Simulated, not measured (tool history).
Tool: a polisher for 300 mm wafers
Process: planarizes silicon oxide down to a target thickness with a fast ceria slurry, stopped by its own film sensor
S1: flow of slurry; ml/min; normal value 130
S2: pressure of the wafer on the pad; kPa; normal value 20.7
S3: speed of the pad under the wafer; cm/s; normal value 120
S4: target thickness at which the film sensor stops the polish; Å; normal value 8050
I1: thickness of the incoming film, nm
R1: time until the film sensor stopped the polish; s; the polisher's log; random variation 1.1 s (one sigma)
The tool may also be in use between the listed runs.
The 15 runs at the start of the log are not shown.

run   hour   S1    S2   S3     S4      I1     R1
     187.6  -- slurry nozzle cleaned
 16  192.8  100  20.7  120  10670  2152.4   75.9
 17  200.4  130  20.7  120   8050  2107.4     87
 18  214.6  130  20.7  120   8050  2128.8   90.5
     229.7  -- worn pad replaced by a new one
 19  230.2  130  20.7  120   8050  2128.2   85.6
 20  241.9  130  24.8  120  11700  2118.4     53
 21    251  130  20.7  120   8050  2150.4   89.1
 22  265.3  130  20.7  120   8050  2121.8   85.6
 23  278.9  130  22.8  120   8050  2164.1   84.8
 24  292.8  145  20.7  132  10000  2146.4   68.3
 25    308  130  23.4  120   8050  2087.1   77.7
 26  318.2  100  20.7  120  10710  2142.1   76.6
 27  333.6  130  20.7  120   8050  2115.6   90.9
     347.6  -- worn pad replaced by a new one
 28  349.1  150  20.7   82   3950  2167.4  160.9
 29  364.7  130  20.7  132   5430  2132.4   95.2
 30  376.8  130  20.7  120   8050  2116.8     87
 31  392.1  130  20.7  154   8050  2139.2   70.7
 32  408.1  130  20.7  120   8050  2101.1   86.4
 33  418.2  130  14.5  146  12260  2124.5   66.2
 34  433.1  155  20.7   96   3460    2132  147.4

Run 35, settings as shown, results not yet in. Your forecast:
 35  445.5  115  20.7  136  8050  2137.7   ?

{"run 35": {"R1": 84.9}}
On a tool with no hidden condition, and with the same random variation, this run would have come out at R1 80.4 s.
